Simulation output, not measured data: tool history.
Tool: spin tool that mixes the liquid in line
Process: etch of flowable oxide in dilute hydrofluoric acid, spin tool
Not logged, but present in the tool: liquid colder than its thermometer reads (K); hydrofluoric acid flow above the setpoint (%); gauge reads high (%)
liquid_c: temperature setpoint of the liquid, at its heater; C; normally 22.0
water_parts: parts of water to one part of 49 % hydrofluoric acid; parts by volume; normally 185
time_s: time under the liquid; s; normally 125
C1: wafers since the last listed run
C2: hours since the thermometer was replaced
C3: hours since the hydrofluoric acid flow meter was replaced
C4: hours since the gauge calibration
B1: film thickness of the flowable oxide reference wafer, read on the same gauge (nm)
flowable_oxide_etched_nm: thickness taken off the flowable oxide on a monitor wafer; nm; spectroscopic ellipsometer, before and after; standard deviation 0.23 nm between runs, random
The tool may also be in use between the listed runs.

{"run": 1, "hour": 0.0, "liquid_c": 18.0, "water_parts": 185, "time_s": 125, "C1": 0, "C2": 2057.3, "C3": 1152.6, "C4": 772.5, "B1": 150.0, "flowable_oxide_etched_nm": 20.61}
{"run": 2, "hour": 91.0, "liquid_c": 18.0, "water_parts": 185, "time_s": 125, "C1": 724, "C2": 2148.3, "C3": 1243.6, "C4": 863.5, "B1": 149.98, "flowable_oxide_etched_nm": 20.16}
{"run": 3, "hour": 229.5, "liquid_c": 22.0, "water_parts": 185, "time_s": 125, "C1": 1102, "C2": 2286.8, "C3": 1382.1, "C4": 1002.0, "B1": 149.98, "flowable_oxide_etched_nm": 23.48}
{"run": 4, "hour": 313.6, "liquid_c": 22.0, "water_parts": 185, "time_s": 125, "C1": 669, "C2": 2370.9, "C3": 1466.2, "C4": 1086.1, "B1": 150.0, "flowable_oxide_etched_nm": 23.5}
{"run": 5, "hour": 409.6, "liquid_c": 22.0, "water_parts": 185, "time_s": 125, "C1": 764, "C2": 2466.9, "C3": 1562.2, "C4": 1182.1, "B1": 150.0, "flowable_oxide_etched_nm": 23.48}
{"run": 6, "hour": 486.1, "liquid_c": 22.0, "water_parts": 185, "time_s": 125, "C1": 609, "C2": 2543.4, "C3": 1638.7, "C4": 1258.6, "B1": 150.0, "flowable_oxide_etched_nm": 23.54}
{"hour": 566.2, "done": "thermometer replaced"}
{"run": 7, "hour": 573.1, "liquid_c": 22.0, "water_parts": 185, "time_s": 125, "C1": 684, "C2": 6.9, "C3": 1725.7, "C4": 1345.6, "B1": 150.0, "flowable_oxide_etched_nm": 25.87}
{"hour": 616.6, "done": "gauge calibrated"}
{"run": 8, "hour": 640.6, "liquid_c": 22.0, "water_parts": 185, "time_s": 125, "C1": 537, "C2": 74.4, "C3": 1793.2, "C4": 24.0, "B1": 150.02, "flowable_oxide_etched_nm": 25.56}
{"run": 9, "hour": 737.4, "liquid_c": 22.0, "water_parts": 185, "time_s": 125, "C1": 770, "C2": 171.2, "C3": 1890.0, "C4": 120.8, "B1": 150.0, "flowable_oxide_etched_nm": 25.66}
{"run": 10, "hour": 840.0, "liquid_c": 22.0, "water_parts": 185, "time_s": 125, "C1": 817, "C2": 273.8, "C3": 1992.6, "C4": 223.4, "B1": 150.01, "flowable_oxide_etched_nm": 25.14}
{"run": 11, "hour": 915.1, "liquid_c": 22.0, "water_parts": 185, "time_s": 125, "C1": 598, "C2": 348.9, "C3": 2067.7, "C4": 298.5, "B1": 150.0, "flowable_oxide_etched_nm": 25.77}
{"hour": 982.6, "done": "hydrofluoric acid flow meter replaced"}
{"run": 12, "hour": 983.1, "liquid_c": 22.0, "water_parts": 185, "time_s": 125, "C1": 533, "C2": 416.9, "C3": 0.5, "C4": 366.5, "B1": 150.0, "flowable_oxide_etched_nm": 24.87}
{"run": 13, "hour": 1028.6, "liquid_c": 22.0, "water_parts": 135, "time_s": 155, "C1": 362, "C2": 462.4, "C3": 46.0, "C4": 412.0, "B1": 150.01, "flowable_oxide_etched_nm": 45.47}
{"run": 14, "hour": 1100.5, "liquid_c": 20.5, "water_parts": 115, "time_s": 195, "C1": 572, "C2": 534.3, "C3": 117.9, "C4": 483.9, "B1": 150.03, "flowable_oxide_etched_nm": 64.59}
{"run": 15, "hour": 1194.9, "liquid_c": 22.0, "water_parts": 185, "time_s": 125, "C1": 751, "C2": 628.7, "C3": 212.3, "C4": 578.3, "B1": 150.01, "flowable_oxide_etched_nm": 25.36}
{"run": 16, "hour": 1256.9, "liquid_c": 19.5, "water_parts": 130, "time_s": 60, "C1": 493, "C2": 690.7, "C3": 274.3, "C4": 640.3, "B1": 150.0, "flowable_oxide_etched_nm": 16.22}
{"run": 17, "hour": 1342.0, "liquid_c": 25.5, "water_parts": 240, "time_s": 170, "C1": 677, "C2": 775.8, "C3": 359.4, "C4": 725.4, "B1": 150.02, "flowable_oxide_etched_nm": 28.42}
{"run": 18, "hour": 1443.8, "liquid_c": 20.0, "water_parts": 270, "time_s": 60, "C1": 810, "C2": 877.6, "C3": 461.2, "C4": 827.2, "B1": 150.0, "flowable_oxide_etched_nm": 7.05}
{"run": 19, "hour": 1482.9, "liquid_c": 22.0, "water_parts": 185, "time_s": 125, "C1": 311, "C2": 916.7, "C3": 500.3, "C4": 866.3, "B1": 150.02, "flowable_oxide_etched_nm": 24.86}
{"run": 20, "hour": 1552.8, "liquid_c": 22.0, "water_parts": 185, "time_s": 125, "C1": 556, "C2": 986.6, "C3": 570.2, "C4": 936.2, "B1": 149.99, "flowable_oxide_etched_nm": 24.79}
{"run": 21, "hour": 1637.3, "liquid_c": 18.0, "water_parts": 270, "time_s": 125, "C1": 672, "C2": 1071.1, "C3": 654.7, "C4": 1020.7, "B1": 150.0, "flowable_oxide_etched_nm": 13.35}
{"run": 22, "hour": 1742.1, "liquid_c": 22.0, "water_parts": 185, "time_s": 125, "C1": 834, "C2": 1175.9, "C3": 759.5, "C4": 1125.5, "B1": 150.0, "flowable_oxide_etched_nm": 24.43}
{"run": 23, "hour": 1803.9, "liquid_c": 26.5, "water_parts": 215, "time_s": 125, "C1": 492, "C2": 1237.7, "C3": 821.3, "C4": 1187.3, "B1": 150.02, "flowable_oxide_etched_nm": 24.2}
{"run": 24, "hour": 1858.3, "liquid_c": 27.0, "water_parts": 185, "time_s": 75, "C1": 433, "C2": 1292.1, "C3": 875.7, "C4": 1241.7, "B1": 150.01, "flowable_oxide_etched_nm": 17.76}

Consider 5 possible next runs. They are alternatives, not a sequence: every one starts from the tool as it was left by run 24. What does each give?
{"run": "A", "hour": 1858.8, "liquid_c": 22.0, "water_parts": 185, "time_s": 125, "C1": 3, "C2": 1292.6, "C3": 876.2, "C4": 1242.2, "B1": "?", "flowable_oxide_etched_nm": "?"}
{"run": "B", "hour": 1858.8, "liquid_c": 19.5, "water_parts": 130, "time_s": 125, "C1": 3, "C2": 1292.6, "C3": 876.2, "C4": 1242.2, "B1": "?", "flowable_oxide_etched_nm": "?"}
{"run": "C", "hour": 1858.8, "liquid_c": 22.0, "water_parts": 185, "time_s": 85, "C1": 3, "C2": 1292.6, "C3": 876.2, "C4": 1242.2, "B1": "?", "flowable_oxide_etched_nm": "?"}
{"run": "D", "hour": 1858.8, "liquid_c": 25.5, "water_parts": 150, "time_s": 175, "C1": 3, "C2": 1292.6, "C3": 876.2, "C4": 1242.2, "B1": "?", "flowable_oxide_etched_nm": "?"}
{"run": "E", "hour": 1858.8, "liquid_c": 25.5, "water_parts": 185, "time_s": 125, "C1": 3, "C2": 1292.6, "C3": 876.2, "C4": 1242.2, "B1": "?", "flowable_oxide_etched_nm": "?"}

run=A B1=150.01 flowable_oxide_etched_nm=24.50
run=B B1=150.01 flowable_oxide_etched_nm=33.37
run=C B1=150.01 flowable_oxide_etched_nm=16.66
run=D B1=150.01 flowable_oxide_etched_nm=50.26
run=E B1=150.01 flowable_oxide_etched_nm=27.99
What these runs would have given with no unlogged condition in the tool:
run=A flowable_oxide_etched_nm=25.97
run=B flowable_oxide_etched_nm=35.48
run=C flowable_oxide_etched_nm=17.66
run=D flowable_oxide_etched_nm=53.22
run=E flowable_oxide_etched_nm=29.60
